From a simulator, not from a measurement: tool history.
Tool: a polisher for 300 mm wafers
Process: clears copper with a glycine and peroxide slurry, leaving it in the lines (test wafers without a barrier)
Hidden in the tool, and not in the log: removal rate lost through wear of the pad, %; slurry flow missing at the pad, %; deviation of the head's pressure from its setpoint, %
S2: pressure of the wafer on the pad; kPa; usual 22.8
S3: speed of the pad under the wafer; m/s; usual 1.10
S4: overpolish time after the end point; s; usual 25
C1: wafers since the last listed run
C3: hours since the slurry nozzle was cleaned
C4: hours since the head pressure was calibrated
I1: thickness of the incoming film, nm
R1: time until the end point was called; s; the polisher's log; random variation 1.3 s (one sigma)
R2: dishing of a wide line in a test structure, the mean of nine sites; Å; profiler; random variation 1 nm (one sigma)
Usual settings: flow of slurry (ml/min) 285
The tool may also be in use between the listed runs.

Run 1, hour 0.0: usual settings but S2 26.2 kPa, S4 19 s; C1 0; wafers polished on this pad 4404; C3 630.4; C4 181.0; I1 533.1. Result: R1 64.9 s, R2 908 Å.
Run 2, hour 89.8: usual settings; C1 895; wafers polished on this pad 5300; C3 720.2; C4 270.8; I1 525.7. Result: R1 72.2 s, R2 999 Å.
At hour 98.8: worn pad replaced by a new one.
At hour 172.1: slurry nozzle cleaned.
Run 3, hour 175.5: usual settings; C1 805; wafers polished on this pad 755; C3 3.4; C4 356.5; I1 529.4. Result: R1 72.2 s, R2 1007 Å.
Run 4, hour 251.2: usual settings; C1 755; wafers polished on this pad 1510; C3 79.1; C4 432.2; I1 529.7. Result: R1 71.6 s, R2 1000 Å.
Run 5, hour 348.8: usual settings; C1 973; wafers polished on this pad 2484; C3 176.7; C4 529.8; I1 530.6. Result: R1 73.4 s, R2 994 Å.
Run 6, hour 424.2: usual settings; C1 752; wafers polished on this pad 3236; C3 252.1; C4 605.2; I1 539.8. Result: R1 76.1 s, R2 988 Å.
Run 7, hour 490.5: usual settings; C1 661; wafers polished on this pad 3898; C3 318.4; C4 671.5; I1 529.0. Result: R1 73.8 s, R2 980 Å.
Run 8, hour 552.0: usual settings; C1 613; wafers polished on this pad 4511; C3 379.9; C4 733.0; I1 541.7. Result: R1 73.3 s, R2 996 Å.
Run 9, hour 612.6: usual settings; C1 604; wafers polished on this pad 5116; C3 440.5; C4 793.6; I1 530.9. Result: R1 73.4 s, R2 1000 Å.
Run 10, hour 659.0: usual settings but S4 14 s; C1 462; wafers polished on this pad 5579; C3 486.9; C4 840.0; I1 519.6. Result: R1 71.1 s, R2 664 Å.
At hour 666.5: worn pad replaced by a new one.
Run 11, hour 714.9: usual settings but S4 14 s; C1 517; wafers polished on this pad 483; C3 542.8; C4 895.9; I1 535.4. Result: R1 74.2 s, R2 672 Å.
Run 12, hour 765.2: usual settings but S4 14 s; C1 501; wafers polished on this pad 985; C3 593.1; C4 946.2; I1 527.6. Result: R1 73.6 s, R2 664 Å.
Run 13, hour 813.8: usual settings; C1 484; wafers polished on this pad 1470; C3 641.7; C4 994.8; I1 537.0. Result: R1 75.7 s, R2 989 Å.
Run 14, hour 884.0: usual settings but S2 17.9 kPa, S3 1.30 m/s; C1 700; wafers polished on this pad 2170; C3 711.9; C4 1065.0; I1 529.1. Result: R1 78.2 s, R2 893 Å.
Run 15, hour 921.7: usual settings but S3 1.18 m/s; C1 376; wafers polished on this pad 2546; C3 749.6; C4 1102.7; I1 521.9. Result: R1 70.5 s, R2 1040 Å.
At hour 941.6: head pressure recalibrated.
Run 16, hour 965.0: usual settings but S3 1.18 m/s; C1 412; wafers polished on this pad 2958; C3 792.9; C4 23.4; I1 525.7. Result: R1 69.0 s, R2 1029 Å.
At hour 1009.0: slurry nozzle cleaned.
Run 17, hour 1023.9: usual settings but S2 20.0 kPa, S3 1.22 m/s; C1 577; wafers polished on this pad 3536; C3 14.9; C4 82.3; I1 531.6. Result: R1 77.3 s, R2 958 Å.
Run 18, hour 1097.4: usual settings but S4 14 s; C1 733; wafers polished on this pad 4269; C3 88.4; C4 155.8; I1 528.5. Result: R1 75.1 s, R2 681 Å.
Run 19, hour 1142.1: usual settings but flow of slurry (ml/min) 190, S3 0.80 m/s, S4 11 s; C1 445; wafers polished on this pad 4715; C3 133.1; C4 200.5; I1 528.4. Result: R1 93.9 s, R2 446 Å.
Run 20, hour 1211.2: usual settings but flow of slurry (ml/min) 335, S2 19.3 kPa; C1 689; wafers polished on this pad 5405; C3 202.2; C4 269.6; I1 527.8. Result: R1 83.5 s, R2 909 Å.
At hour 1249.5: worn pad replaced by a new one.
Run 21, hour 1261.4: usual settings but S2 19.3 kPa, S3 1.00 m/s; C1 460; wafers polished on this pad 118; C3 252.4; C4 319.8; I1 536.3. Result: R1 92.2 s, R2 869 Å.
Run 22, hour 1354.0: usual settings but S4 15 s; C1 923; wafers polished on this pad 1042; C3 345.0; C4 412.4; I1 537.3. Result: R1 74.9 s, R2 707 Å.
Run 23, hour 1632.6: usual settings but flow of slurry (ml/min) 370, S3 0.80 m/s, S4 32 s; C1 2779; wafers polished on this pad 3822; C3 623.6; C4 691.0; I1 533.1. Result: R1 88.1 s, R2 1030 Å.
Run 24, hour 1735.1: usual settings but flow of slurry (ml/min) 235, S2 17.9 kPa; C1 1022; wafers polished on this pad 4844; C3 726.1; C4 793.5; I1 530.8. Result: R1 90.5 s, R2 830 Å.
At hour 1762.3: slurry nozzle cleaned.
Run 25, hour 1820.0: usual settings but flow of slurry (ml/min) 235, S2 17.9 kPa; C1 837; wafers polished on this pad 5682; C3 57.7; C4 878.4; I1 535.1. Result: R1 91.1 s, R2 833 Å.
At hour 1839.5: worn pad replaced by a new one.
Run 26, hour 1894.0: usual settings but S2 20.0 kPa, S3 0.76 m/s, S4 13 s; C1 698; wafers polished on this pad 543; C3 131.7; C4 952.4; I1 527.7. Result: R1 107.1 s, R2 474 Å.
Run 27, hour 1996.8: usual settings but S2 20.0 kPa, S4 35 s; C1 1025; wafers polished on this pad 1568; C3 234.5; C4 1055.2; I1 531.1. Result: R1 82.1 s, R2 1117 Å.
Run 28, hour 2080.9: usual settings but S3 1.46 m/s, S4 34 s; C1 839; wafers polished on this pad 2408; C3 318.6; C4 1139.3; I1 533.0. Result: R1 59.9 s, R2 1267 Å.
Run 29, hour 2171.5: usual settings; C1 903; wafers polished on this pad 3311; C3 409.2; C4 1229.9; I1 527.1. Result: R1 70.1 s, R2 993 Å.
Run 30, hour 2416.9: usual settings but S3 1.30 m/s, S4 12 s; C1 2448; wafers polished on this pad 5760; C3 654.6; C4 1475.3; I1 525.3. Result: R1 63.2 s, R2 649 Å.
At hour 2426.6: head pressure recalibrated.
At hour 2427.9: worn pad replaced by a new one.
Run 31, hour 2481.7: usual settings but S2 15.2 kPa, S4 32 s; C1 613; wafers polished on this pad 536; C3 719.4; C4 55.1; I1 527.9. Result: R1 100.3 s, R2 892 Å.
Run 32, hour 2562.6: usual settings but S3 1.32 m/s, S4 39 s; C1 807; wafers polished on this pad 1343; C3 800.3; C4 136.0; I1 528.7. Result: R1 64.2 s, R2 1308 Å.
Run 33, hour 2628.1: usual settings but flow of slurry (ml/min) 210, S3 1.38 m/s; C1 653; wafers polished on this pad 1997; C3 865.8; C4 201.5; I1 535.9. Result: R1 64.6 s, R2 1057 Å.

3 ways to go on from here, each from the tool as it stands after run 33. What would each give?
Run A, hour 2628.6: usual settings; C1 4; wafers polished on this pad 2002; C3 866.3; C4 202.0; I1 534.2. Result: R1 ?, R2 ?.
Run B, hour 2628.6: usual settings but flow of slurry (ml/min) 385, S4 14 s; C1 4; wafers polished on this pad 2002; C3 866.3; C4 202.0; I1 534.2. Result: R1 ?, R2 ?.
Run C, hour 2628.6: usual settings but S3 1.38 m/s, S4 32 s; C1 4; wafers polished on this pad 2002; C3 866.3; C4 202.0; I1 534.2. Result: R1 ?, R2 ?.

run    R1    R2
  A  74.1   996
  B  72.5   681
  C  62.7  1229
Without the tool's hidden state the same runs would have given:
run    R1    R2
  A  74.1   996
  B  72.5   681
  C  62.7  1229
